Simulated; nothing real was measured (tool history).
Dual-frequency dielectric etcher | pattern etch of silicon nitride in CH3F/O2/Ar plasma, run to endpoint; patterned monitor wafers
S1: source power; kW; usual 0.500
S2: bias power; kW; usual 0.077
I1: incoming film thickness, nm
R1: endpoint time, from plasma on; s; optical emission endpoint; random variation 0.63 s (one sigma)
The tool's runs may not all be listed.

Run 1, hour 0.0: usual settings; I1 59.9. Result: R1 73.3 s.
Run 2, hour 58.6: usual settings; I1 59.9. Result: R1 73.3 s.
At hour 101.4: wet clean of the chamber.
Run 3, hour 118.9: usual settings but S1 0.550 kW; I1 59.9. Result: R1 69.7 s.
Run 4, hour 147.8: usual settings but S1 0.550 kW; I1 60.0. Result: R1 70.1 s.
Run 5, hour 201.6: usual settings; I1 60.4. Result: R1 71.6 s.
Run 6, hour 256.3: usual settings; I1 59.3. Result: R1 71.8 s.
Run 7, hour 317.1: usual settings; I1 59.7. Result: R1 72.8 s.
Run 8, hour 342.9: usual settings but S1 0.550 kW, S2 0.068 kW; I1 60.1. Result: R1 74.5 s.
Run 9, hour 375.6: usual settings but S1 0.550 kW, S2 0.068 kW; I1 60.1. Result: R1 75.6 s.
Run 10, hour 408.8: usual settings but S1 0.550 kW, S2 0.068 kW; I1 59.8. Result: R1 75.4 s.
Run 11, hour 433.0: usual settings; I1 59.8. Result: R1 74.6 s.
Run 12, hour 478.3: usual settings; I1 60.0. Result: R1 74.9 s.
At hour 502.3: wet clean of the chamber.
Run 13, hour 505.9: usual settings but S1 0.570 kW, S2 0.066 kW; I1 59.6. Result: R1 73.0 s.
At hour 516.8: source power generator calibrated.
Run 14, hour 554.1: usual settings but S1 0.570 kW, S2 0.066 kW; I1 60.2. Result: R1 74.6 s.
Run 15, hour 616.5: usual settings; I1 60.6. Result: R1 73.2 s.
Run 16, hour 662.5: usual settings; I1 60.1. Result: R1 74.2 s.
Run 17, hour 723.5: usual settings but S1 0.560 kW, S2 0.068 kW; I1 60.1. Result: R1 75.1 s.
Run 18, hour 768.7: usual settings but S1 0.450 kW, S2 0.069 kW; I1 59.4. Result: R1 78.6 s.
At hour 817.9: upper electrode replaced.
Run 19, hour 830.5: usual settings but S2 0.066 kW; I1 59.2. Result: R1 77.8 s.
At hour 891.2: bias power generator calibrated.
Run 20, hour 896.7: usual settings but S2 0.096 kW; I1 59.8. Result: R1 70.6 s.
At hour 940.7: wet clean of the chamber.
Run 21, hour 962.2: usual settings; I1 59.5. Result: R1 70.8 s.
Run 22, hour 1007.3: usual settings; I1 60.4. Result: R1 71.8 s.
Run 23, hour 1061.1: usual settings; I1 59.3. Result: R1 71.7 s.
Run 24, hour 1193.5: usual settings; I1 59.9. Result: R1 73.7 s.
Run 25, hour 1256.7: usual settings but S1 0.600 kW, S2 0.087 kW; I1 60.1. Result: R1 67.8 s.
Run 26, hour 1304.1: usual settings; I1 59.9. Result: R1 75.0 s.
At hour 1349.7: wet clean of the chamber.
Run 27, hour 1350.2: usual settings; I1 59.7. Result: R1 71.1 s.
Run 28, hour 1416.6: usual settings but S1 0.450 kW, S2 0.069 kW; I1 60.2. Result: R1 77.4 s.
Run 29, hour 1482.0: usual settings but S1 0.570 kW, S2 0.060 kW; I1 59.7. Result: R1 76.6 s.
Run 30, hour 1535.9: usual settings but S1 0.430 kW, S2 0.065 kW; I1 59.6. Result: R1 80.1 s.
Run 31, hour 1581.2: usual settings but S1 0.460 kW; I1 60.2. Result: R1 76.5 s.
Run 32, hour 1646.9: usual settings but S2 0.069 kW; I1 59.7. Result: R1 77.5 s.
Run 33, hour 1714.6: usual settings; I1 60.1. Result: R1 76.1 s.
At hour 1759.0: wet clean of the chamber.
Run 34, hour 1759.5: usual settings but S1 0.380 kW, S2 0.063 kW; I1 59.2. Result: R1 79.9 s.
Run 35, hour 1793.6: usual settings but S1 0.400 kW, S2 0.071 kW; I1 59.6. Result: R1 76.6 s.
Run 36, hour 1854.9: usual settings but S2 0.093 kW; I1 60.1. Result: R1 68.2 s.

3 ways to go on from here, each from the tool as it stands after run 36. What would each give?
Run A, hour 1855.3: usual settings; I1 59.8. Result: R1 ?.
Run B, hour 1855.3: usual settings but S1 0.470 kW, S2 0.069 kW; I1 59.8. Result: R1 ?.
Run C, hour 1855.3: usual settings but S1 0.620 kW, S2 0.069 kW; I1 59.8. Result: R1 ?.

run    R1
  A  72.6
  B  76.4
  C  71.2
Without the tool's hidden state the same runs would have given:
run    R1
  A  71.7
  B  75.4
  C  70.4
